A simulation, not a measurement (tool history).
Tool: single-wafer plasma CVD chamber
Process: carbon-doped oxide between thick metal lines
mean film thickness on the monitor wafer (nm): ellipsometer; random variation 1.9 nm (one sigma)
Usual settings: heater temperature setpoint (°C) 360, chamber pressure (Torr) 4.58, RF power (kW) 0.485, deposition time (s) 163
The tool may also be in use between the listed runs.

run,hour,heater temperature setpoint (°C),chamber pressure (Torr),RF power (kW),deposition time (s),"read-back reference wafer on the same gauge, thickness_nm",mean film thickness on the monitor wafer (nm)
1,0.0,360,4.58,0.485,163,837.598,811.181
2,97.1,360,4.58,0.485,163,838.051,817.475
3,309.6,360,4.58,0.485,163,837.984,814.157
4,346.5,360,4.22,0.485,182,838.317,896.333
5,424.4,360,4.22,0.485,182,838.549,894.106
6,480.5,360,4.58,0.415,163,837.530,732.831
7,528.7,360,4.58,0.415,163,838.231,733.000
# hour 593.7: RF generator calibrated
8,615.5,360,4.58,0.415,163,838.059,734.341
9,703.3,360,4.58,0.550,163,838.329,875.154
10,739.8,360,4.58,0.485,163,837.565,815.155
# hour 766.8: showerhead replaced, of another model than before
11,785.8,360,4.58,0.400,163,837.824,652.444
12,828.1,360,5.38,0.555,192,838.003,1105.351
# hour 920.4: capacitance manometer re-zeroed and calibrated
13,920.9,360,3.92,0.485,163,838.268,811.189
14,1013.4,360,4.58,0.485,163,838.133,823.730
# hour 1018.2: gauge calibrated
15,1099.8,360,4.58,0.410,163,838.173,677.218
# hour 1150.1: thermocouple changed; heater temperature recalibrated
16,1195.3,360,4.58,0.485,163,838.321,817.929
17,1275.3,369,4.58,0.485,163,837.845,805.477
18,1342.0,360,4.58,0.485,183,837.760,919.440
19,1435.8,373,4.58,0.575,176,837.708,1001.504
20,1480.6,360,4.58,0.485,163,838.000,820.894
21,1521.1,370,4.58,0.400,163,838.167,637.608

Measured less the same run without the tool's hidden state. The same run-to-run variation is in both; the gauge's scatter may not be:
The hidden state here: wafer temperature above the value expected at the setpoint (K); delivered RF power above the setpoint (%); true pressure above the setpoint (%); gauge reads high (%).
run,mean film thickness on the monitor wafer (nm)
1,-9.631
2,-10.188
3,-10.973
4,-12.060
5,-12.239
6,-10.316
7,-10.423
8,-10.609
9,-12.819
10,-12.002
11,-5.908
12,-10.433
13,+0.070
14,-0.939
15,-1.422
16,-2.470
17,-2.973
18,-3.853
19,-4.816
20,-4.164
21,-3.377
